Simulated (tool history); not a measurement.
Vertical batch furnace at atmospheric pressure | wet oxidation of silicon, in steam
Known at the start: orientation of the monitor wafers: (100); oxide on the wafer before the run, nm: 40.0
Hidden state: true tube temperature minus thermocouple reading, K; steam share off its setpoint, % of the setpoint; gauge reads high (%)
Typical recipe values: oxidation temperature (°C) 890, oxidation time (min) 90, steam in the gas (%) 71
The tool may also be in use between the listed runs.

run   hour  oxidation temperature (°C)  oxidation time (min)  steam in the gas (%)  wafers since the last listed run  hours since the last temperature calibration  hours since the steam generator was serviced  hours since the gauge calibration  read-back reference wafer on the same gauge, thickness  oxide thickness on the monitor wafer (nm)
  1      0                         890                    90                    71                                 0                                        3561.9                                        2219.9                               31.3                                                  172.99                                     153.86
  2    9.2                         890                    90                    71                               108                                        3571.1                                        2229.1                               40.5                                                  172.98                                     153.59
  3   29.1                         890                    90                    71                               234                                          3591                                          2249                               60.4                                                  172.97                                     153.77
  4     44                         890                    90                    71                               175                                        3605.9                                        2263.9                               75.3                                                  173.11                                     154.05
  5   60.8                         890                   103                    64                               198                                        3622.7                                        2280.7                               92.1                                                  172.96                                     156.93
  6   81.5                         890                   103                    64                               244                                        3643.4                                        2301.4                              112.8                                                  172.98                                     156.38
  7    104                         890                    90                    71                               265                                        3665.9                                        2323.9                              135.3                                                  173.16                                     152.99
  8  126.9                         890                    90                    71                               270                                        3688.8                                        2346.8                              158.2                                                  173.02                                     153.28
  9  150.4                         890                    90                    71                               277                                        3712.3                                        2370.3                              181.7                                                  173.05                                     152.59
 10  172.1                         890                    90                    71                               256                                          3734                                          2392                              203.4                                                  172.91                                     152.88
 11    183                         890                    90                    71                               128                                        3744.9                                        2402.9                              214.3                                                  173.02                                     152.42
 12  205.1                         912                    90                    71                               260                                          3767                                          2425                              236.4                                                  172.96                                     192.86
     237.6  -- gauge calibrated
     238.3  -- thermocouples replaced and temperature profile calibrated
 13  238.8                         874                 111.5                    82                               114                                           0.5                                        2458.7                                1.2                                                  173.07                                     162.95
     264.9  -- steam generator serviced
 14  265.4                         902                 121.5                    71                                30                                          27.1                                           0.5                               27.8                                                  173.01                                     229.34
 15  271.2                         890                  56.5                    71                                68                                          32.9                                           6.3                               33.6                                                  172.98                                     117.72
 16  282.1                         906                    90                    71                               128                                          43.8                                          17.2                               44.5                                                  172.97                                     192.74
 17  306.5                         890                   131                    61                               288                                          68.2                                          41.6                               68.9                                                  173.06                                     189.53
 18    347                         869                    64                    80                               478                                         108.7                                          82.1                              109.4                                                  173.04                                     109.62
 19  364.6                         865                   130                    81                               207                                         126.3                                          99.7                                127                                                  173.04                                     172.46

What if the next run were any one of these 4? Each begins from the tool's condition after run 19:
  A  370.5                         890                    90                    71                                69                                         132.2                                         105.6                              132.9                                                       ?                                          ?
  B  370.5                         915                    90                    64                                69                                         132.2                                         105.6                              132.9                                                       ?                                          ?
  C  370.5                         871                   111                    77                                69                                         132.2                                         105.6                              132.9                                                       ?                                          ?
  D  370.5                         890                    90                    63                                69                                         132.2                                         105.6                              132.9                                                       ?                                          ?

run  read-back reference wafer on the same gauge, thickness  oxide thickness on the monitor wafer (nm)
  A                                                  172.96                                      161.5
  B                                                  172.96                                     195.19
  C                                                  172.96                                     159.12
  D                                                  172.96                                     148.49
Had the tool no hidden state, the same runs would have come out as:
run  oxide thickness on the monitor wafer (nm)
  A                                     162.11
  B                                     195.94
  C                                     159.73
  D                                     149.05
